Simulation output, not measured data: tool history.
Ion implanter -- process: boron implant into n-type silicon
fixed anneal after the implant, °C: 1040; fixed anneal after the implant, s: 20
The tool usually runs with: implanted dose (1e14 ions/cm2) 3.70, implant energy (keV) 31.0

run,hour,implanted dose (1e14 ions/cm2),implant energy (keV),"read-back reference wafer on the same gauge, sheet resistance",sheet resistance of the implanted and annealed layer (ohm/square)
1,0.0,3.70,39.0,259.99,260.69
2,16.6,3.70,39.0,260.05,260.76
3,25.1,3.70,39.0,260.14,260.56
4,38.2,3.70,22.5,259.91,275.93
5,51.6,3.70,22.5,259.90,276.51
6,67.6,3.70,31.0,259.87,267.03
7,74.2,3.70,31.0,260.15,266.97
8,83.9,3.70,31.0,259.92,266.98
9,101.9,3.70,31.0,260.06,266.91
10,133.1,3.70,31.0,259.86,267.22
11,140.6,3.70,31.0,260.06,266.75
12,155.6,3.70,31.0,259.95,267.18
13,165.6,3.70,31.0,260.04,267.48
# hour 172.7: gauge calibrated
# hour 175.1: extraction supply calibrated
14,175.6,3.70,31.0,260.02,267.23
15,187.9,3.29,38.0,259.97,286.67
16,199.9,4.08,31.0,260.03,246.82
17,213.5,3.70,31.0,259.95,267.16
18,222.3,2.99,31.0,260.00,317.94
19,239.6,3.70,31.0,260.08,267.21
20,249.9,3.70,31.0,259.87,267.74
21,264.1,3.70,31.0,260.04,267.65
22,271.9,3.70,31.0,259.83,266.81
# hour 287.1: Faraday cup replaced and dose calibrated
23,303.4,4.80,31.0,259.86,205.47
24,309.4,4.22,40.5,259.74,221.41
25,320.9,4.23,20.0,260.10,239.95
26,334.0,3.98,28.0,259.98,243.55
27,345.5,3.34,25.0,259.85,284.38
28,355.6,4.18,34.0,259.80,228.79
29,373.4,3.07,38.0,259.97,291.76

Exercise: give the hidden state of the tool at every run:
deviation of the true energy from its setpoint, %: 0 across all the runs
gauge reads high (%): 0 across all the runs
H1: deviation of the true dose from the Faraday cup's reading, %
run,H1
1,-5.41
2,-5.42
3,-5.42
4,-5.42
5,-5.43
6,-5.43
7,-5.44
8,-5.44
9,-5.45
10,-5.46
11,-5.46
12,-5.46
13,-5.47
14,-5.47
15,-5.47
16,-5.48
17,-5.48
18,-5.48
19,-5.49
20,-5.49
21,-5.5
22,-5.5
23,-0.0454
24,-0.0848
25,-0.16
26,-0.244
27,-0.316
28,-0.379
29,-0.487
